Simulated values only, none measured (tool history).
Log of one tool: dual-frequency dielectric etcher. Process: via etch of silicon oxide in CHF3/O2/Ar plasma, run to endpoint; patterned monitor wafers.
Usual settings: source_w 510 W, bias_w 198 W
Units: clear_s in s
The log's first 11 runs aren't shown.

run    hour  source_w  bias_w  wafers since the last listed run  hours since the last wet clean  hours since the last source power generator calibration  hours since the last bias power generator calibration  hours since the last upper electrode change  incoming incoming film thickness, nm  clear_s
 12   578.7       510     198                               298                           414.4                                                   1148.4                                                 2062.8                                       3493.6                                 608.6    309.3
 13   620.9       510     198                               290                           456.6                                                   1190.6                                                 2105.0                                       3535.8                                 603.2    305.5
 14   677.1       510     198                               386                           512.8                                                   1246.8                                                 2161.2                                       3592.0                                 608.6    306.3
      749.9  -- wet clean of the chamber
 15   750.4       510     198                               339                             0.5                                                   1320.1                                                 2234.5                                       3665.3                                 614.7    316.2
 16   790.4       510     198                               275                            40.5                                                   1360.1                                                 2274.5                                       3705.3                                 606.7    318.1
 17   825.4       510     198                               240                            75.5                                                   1395.1                                                 2309.5                                       3740.3                                 612.2    318.3
 18   882.2       510     198                               390                           132.3                                                   1451.9                                                 2366.3                                       3797.1                                 617.3    318.9
 19   930.0       510     198                               329                           180.1                                                   1499.7                                                 2414.1                                       3844.9                                 615.1    321.0
 20   988.6       550     150                               403                           238.7                                                   1558.3                                                 2472.7                                       3903.5                                 608.1    348.6
 21  1040.6       510     236                               357                           290.7                                                   1610.3                                                 2524.7                                       3955.5                                 615.0    287.2
 22  1098.9       510     198                               401                           349.0                                                   1668.6                                                 2583.0                                       4013.8                                 613.1    308.4
 23  1134.3       510     198                               243                           384.4                                                   1704.0                                                 2618.4                                       4049.2                                 615.0    317.4
 24  1203.7       450     157                               477                           453.8                                                   1773.4                                                 2687.8                                       4118.6                                 602.5    368.8
 25  1260.7       510     234                               392                           510.8                                                   1830.4                                                 2744.8                                       4175.6                                 609.7    279.4
     1286.8  -- bias power generator calibrated
     1293.2  -- wet clean of the chamber
 26  1293.7       390     185                               155                             0.5                                                   1863.4                                                    6.9                                       4208.6                                 612.9    375.5
     1302.8  -- source power generator calibrated
     1344.5  -- upper electrode replaced
 27  1345.0       440     182                               160                            51.8                                                     42.2                                                   58.2                                          0.5                                 610.9    352.9
 28  1403.0       580     198                               399                           109.8                                                    100.2                                                  116.2                                         58.5                                 606.1    298.9
 29  1443.3       460     243                               277                           150.1                                                    140.5                                                  156.5                                         98.8                                 610.7    299.8
 30  1495.2       510     198                               357                           202.0                                                    192.4                                                  208.4                                        150.7                                 612.7    319.8
 31  1548.0       390     167                               363                           254.8                                                    245.2                                                  261.2                                        203.5                                 611.1    388.2
 32  1605.3       600     240                               394                           312.1                                                    302.5                                                  318.5                                        260.8                                 607.2    263.9
 33  1656.9       620     246                               355                           363.7                                                    354.1                                                  370.1                                        312.4                                 608.1    255.3
 34  1684.6       510     198                               190                           391.4                                                    381.8                                                  397.8                                        340.1                                 614.0    313.6
 35  1715.4       390     198                               212                           422.2                                                    412.6                                                  428.6                                        370.9                                 609.2    349.5

Forecast each of these 3 alternatives for the next run:
  A  1715.9       510     198                                 3                           422.7                                                    413.1                                                  429.1                                        371.4                                 608.2        ?
  B  1715.9       590     198                                 3                           422.7                                                    413.1                                                  429.1                                        371.4                                 608.2        ?
  C  1715.9       460     217                                 3                           422.7                                                    413.1                                                  429.1                                        371.4                                 608.2        ?

run  clear_s
  A    311.7
  B    292.2
  C    311.6
Without the tool's hidden state the same runs would have given:
run  clear_s
  A    320.4
  B    300.3
  C    320.2
